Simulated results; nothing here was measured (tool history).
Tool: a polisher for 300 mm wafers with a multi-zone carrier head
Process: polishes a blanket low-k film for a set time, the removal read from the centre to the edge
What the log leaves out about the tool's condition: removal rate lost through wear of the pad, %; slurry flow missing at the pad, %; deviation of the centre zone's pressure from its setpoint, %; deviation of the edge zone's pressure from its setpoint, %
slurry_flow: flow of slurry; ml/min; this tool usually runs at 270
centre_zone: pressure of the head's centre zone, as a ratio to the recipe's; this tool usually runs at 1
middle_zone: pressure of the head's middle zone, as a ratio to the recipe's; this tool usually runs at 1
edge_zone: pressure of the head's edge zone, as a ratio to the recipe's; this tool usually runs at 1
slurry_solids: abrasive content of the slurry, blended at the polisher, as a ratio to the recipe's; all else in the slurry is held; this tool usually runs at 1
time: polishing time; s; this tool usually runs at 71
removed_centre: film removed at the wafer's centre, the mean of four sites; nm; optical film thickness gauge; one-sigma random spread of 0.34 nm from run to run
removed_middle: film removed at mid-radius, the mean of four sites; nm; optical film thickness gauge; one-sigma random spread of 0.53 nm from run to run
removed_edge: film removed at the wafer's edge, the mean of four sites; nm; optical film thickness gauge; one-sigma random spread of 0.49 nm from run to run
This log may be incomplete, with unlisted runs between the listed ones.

run	hour	slurry_flow	centre_zone	middle_zone	edge_zone	slurry_solids	time	wafers since the last listed run	wafers polished on this pad	hours since the slurry nozzle was cleaned	hours since the centre zone pressure was calibrated	hours since the edge zone pressure was calibrated	hours since the carrier head's membrane was replaced	incoming thickness of the incoming film, nm	removed_centre	removed_middle	removed_edge
1	0	270	1	1	1	1	71	0	797	242.4	745.6	65.5	1277.4	542.1	37.2	39.2	40.9
# hour 8.5: centre zone pressure recalibrated
2	27.7	270	1	1	1	1	71	167	965	270.1	19.2	93.2	1305.1	534.3	41.2	39.4	41.3
3	72.6	270	1	1	1	1	71	292	1257	315	64.1	138.1	1350	540.1	40.5	39.9	40.7
# hour 98.9: worn pad replaced by a new one
4	99.6	270	1	1	1	1	71	150	4	342	91.1	165.1	1377	539.6	40	40.7	41.1
5	132.9	270	1	1	1	1	71	217	221	375.3	124.4	198.4	1410.3	528.5	39.5	40.8	41.2
6	168.6	270	1	1	1	0.85	71	232	454	411	160.1	234.1	1446	535.1	37.5	37.6	39.2
7	211.6	270	1	1	1	0.85	71	280	735	454	203.1	277.1	1489	540.2	36.6	37.3	38.8
# hour 259.5: slurry nozzle cleaned
8	282.7	270	1	1	1	1	71	457	1192	23.2	274.2	348.2	1560.1	542.2	38.9	40.9	40.6
# hour 319: worn pad replaced by a new one
# hour 383.6: edge zone pressure recalibrated
9	428.6	270	1	1	1	1	71	912	701	169.1	420.1	45	1706	542.9	37.2	40.6	40.7
10	491.8	270	0.97	1	1	1	71	412	1113	232.3	483.3	108.2	1769.2	531	36.2	40.2	42
# hour 534.4: worn pad replaced by a new one
11	536.8	270	1	1.03	1	0.85	71	267	15	277.3	528.3	153.2	1814.2	539.3	35.3	38.5	38.4
12	599.7	270	1	1	1	1	71	410	425	340.2	591.2	216.1	1877.1	550.9	37.1	38.8	41.2
13	648.1	270	1	1	1	1	71	315	741	388.6	639.6	264.5	1925.5	538.9	36.6	40.2	40.7
# hour 657.1: carrier head's membrane replaced by a new one
14	688.9	270	1	1	1	1	71	233	974	429.4	680.4	305.3	31.8	550	37.5	40.2	40.9
15	756.6	220	0.9	1	1.1	0.85	71	441	1416	497.1	748.1	373	99.5	537.9	31.7	37.1	40.7
# hour 770.3: slurry nozzle cleaned
# hour 797.3: worn pad replaced by a new one
16	819.7	270	1	1	1	1	71	378	145	49.4	811.2	436.1	162.6	536.8	36.8	40.8	39.7
# hour 825.9: centre zone pressure recalibrated
# hour 826.3: edge zone pressure recalibrated
17	874.3	325	0.93	1	0.9	1.2	71	340	486	104	48.4	48	217.2	534.9	39.9	42.2	41.8
18	916.4	270	1	1	1.06	1	91	274	761	146.1	90.5	90.1	259.3	549.3	50.4	50.7	53.2
19	952.5	270	1	1	1	1	81	235	996	182.2	126.6	126.2	295.4	541.4	44.7	45.9	46.4
20	990.5	270	0.96	1	1	0.9	71	247	1244	220.2	164.6	164.2	333.4	538.1	36.1	38.5	39.6
# hour 1040.1: worn pad replaced by a new one
21	1051.1	270	1	1	1	1	71	369	71	280.8	225.2	224.8	394	535.7	38.2	40.7	40.4
22	1082.2	270	1	0.93	1.03	1.2	71	202	274	311.9	256.3	255.9	425.1	533	41	39.4	43.6

Branching from run 22: 3 alternative next runs. What would each branch give?
A	1082.6	270	1	1	1	1	90	2	276	312.3	256.7	256.3	425.5	540.3	?	?	?
B	1082.6	270	1	1.06	0.94	0.75	94	2	276	312.3	256.7	256.3	425.5	540.3	?	?	?
C	1082.6	360	1	1	1	0.9	71	2	276	312.3	256.7	256.3	425.5	540.3	?	?	?

run	removed_centre	removed_middle	removed_edge
A	48.6	51.3	52.5
B	46.1	51.2	48.3
C	37.8	39.8	40.5
Without the tool's unlogged condition, the same runs would have read:
run	removed_centre	removed_middle	removed_edge
A	52.1	51.3	52.5
B	49.4	51.1	48.3
C	40.5	39.8	40.5
